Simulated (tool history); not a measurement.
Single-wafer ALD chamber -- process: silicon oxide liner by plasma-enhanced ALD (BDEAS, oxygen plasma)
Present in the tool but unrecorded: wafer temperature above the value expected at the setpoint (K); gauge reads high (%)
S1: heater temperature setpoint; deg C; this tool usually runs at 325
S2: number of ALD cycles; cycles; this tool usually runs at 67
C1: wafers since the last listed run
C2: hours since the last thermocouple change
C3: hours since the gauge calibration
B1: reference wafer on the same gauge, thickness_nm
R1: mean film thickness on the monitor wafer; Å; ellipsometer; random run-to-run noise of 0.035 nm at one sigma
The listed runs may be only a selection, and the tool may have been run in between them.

| run | hour | S1 | S2 | C1 | C2 | C3 | B1 | R1 |
|---|---|---|---|---|---|---|---|---|
| 1 | 0.0 | 325 | 59 | 0 | 81.0 | 1226.5 | 5.138 | 52.23 |
| 2 | 102.1 | 325 | 59 | 771 | 183.1 | 1328.6 | 5.136 | 52.41 |
| 3 | 198.5 | 325 | 72 | 728 | 279.5 | 1425.0 | 5.143 | 64.13 |
| 4 | 288.0 | 325 | 67 | 676 | 369.0 | 1514.5 | 5.136 | 58.58 |
| 5 | 334.3 | 325 | 67 | 349 | 415.3 | 1560.8 | 5.143 | 59.41 |
| 6 | 429.1 | 325 | 67 | 716 | 510.1 | 1655.6 | 5.137 | 58.94 |
| 7 | 511.0 | 325 | 71 | 618 | 592.0 | 1737.5 | 5.138 | 62.48 |
| 8 | 631.7 | 325 | 76 | 911 | 712.7 | 1858.2 | 5.132 | 66.93 |
| 9 | 723.5 | 325 | 75 | 693 | 804.5 | 1950.0 | 5.141 | 65.76 |
| 10 | 797.7 | 316 | 67 | 560 | 878.7 | 2024.2 | 5.136 | 60.05 |
| 11 | 883.7 | 325 | 67 | 649 | 964.7 | 2110.2 | 5.143 | 58.87 |
| 12 | 1181.5 | 325 | 67 | 2249 | 1262.5 | 2408.0 | 5.145 | 59.06 |
| 13 | 1247.1 | 325 | 67 | 495 | 1328.1 | 2473.6 | 5.143 | 58.84 |
| 14 | 1320.2 | 337 | 67 | 552 | 1401.2 | 2546.7 | 5.140 | 58.94 |
| 15 | 1417.4 | 313 | 67 | 734 | 1498.4 | 2643.9 | 5.141 | 60.12 |
| 16 | 1480.9 | 325 | 75 | 479 | 1561.9 | 2707.4 | 5.138 | 66.15 |
| 17 | 1518.2 | 310 | 63 | 281 | 1599.2 | 2744.7 | 5.132 | 56.89 |
| 18 | 1579.2 | 325 | 71 | 460 | 1660.2 | 2805.7 | 5.142 | 62.79 |
|  | 1602.1 | gauge calibrated |
| 19 | 1645.8 | 319 | 61 | 503 | 1726.8 | 43.7 | 5.135 | 54.83 |
|  | 1681.4 | thermocouple changed; heater temperature recalibrated |
| 20 | 1683.4 | 310 | 63 | 223 | 2.0 | 81.3 | 5.145 | 57.05 |
| 21 | 1723.2 | 320 | 57 | 300 | 41.8 | 121.1 | 5.140 | 50.58 |
| 22 | 1765.2 | 319 | 74 | 317 | 83.8 | 163.1 | 5.136 | 66.02 |
| 23 | 2013.8 | 325 | 79 | 1877 | 332.4 | 411.7 | 5.135 | 70.46 |
| 24 | 2086.2 | 316 | 67 | 546 | 404.8 | 484.1 | 5.147 | 60.61 |
| 25 | 2157.8 | 312 | 67 | 540 | 476.4 | 555.7 | 5.142 | 61.03 |
| 26 | 2278.5 | 331 | 61 | 911 | 597.1 | 676.4 | 5.142 | 53.21 |

Alternative continuations, all from the tool just after run 26; predict every row:
| A | 2279.0 | 334 | 67 | 3 | 597.6 | 676.9 | ? | ? |
| B | 2279.0 | 334 | 58 | 3 | 597.6 | 676.9 | ? | ? |
| C | 2279.0 | 310 | 67 | 3 | 597.6 | 676.9 | ? | ? |
| D | 2279.0 | 311 | 72 | 3 | 597.6 | 676.9 | ? | ? |
| E | 2279.0 | 319 | 67 | 3 | 597.6 | 676.9 | ? | ? |

| run | B1 | R1 |
|---|---|---|
| A | 5.138 | 57.86 |
| B | 5.138 | 50.09 |
| C | 5.138 | 60.19 |
| D | 5.138 | 64.58 |
| E | 5.138 | 59.32 |
Stripped of hidden state, with their random variation kept, the same runs would have yielded:
| run | R1 |
|---|---|
| A | 57.86 |
| B | 50.09 |
| C | 60.19 |
| D | 64.58 |
| E | 59.32 |
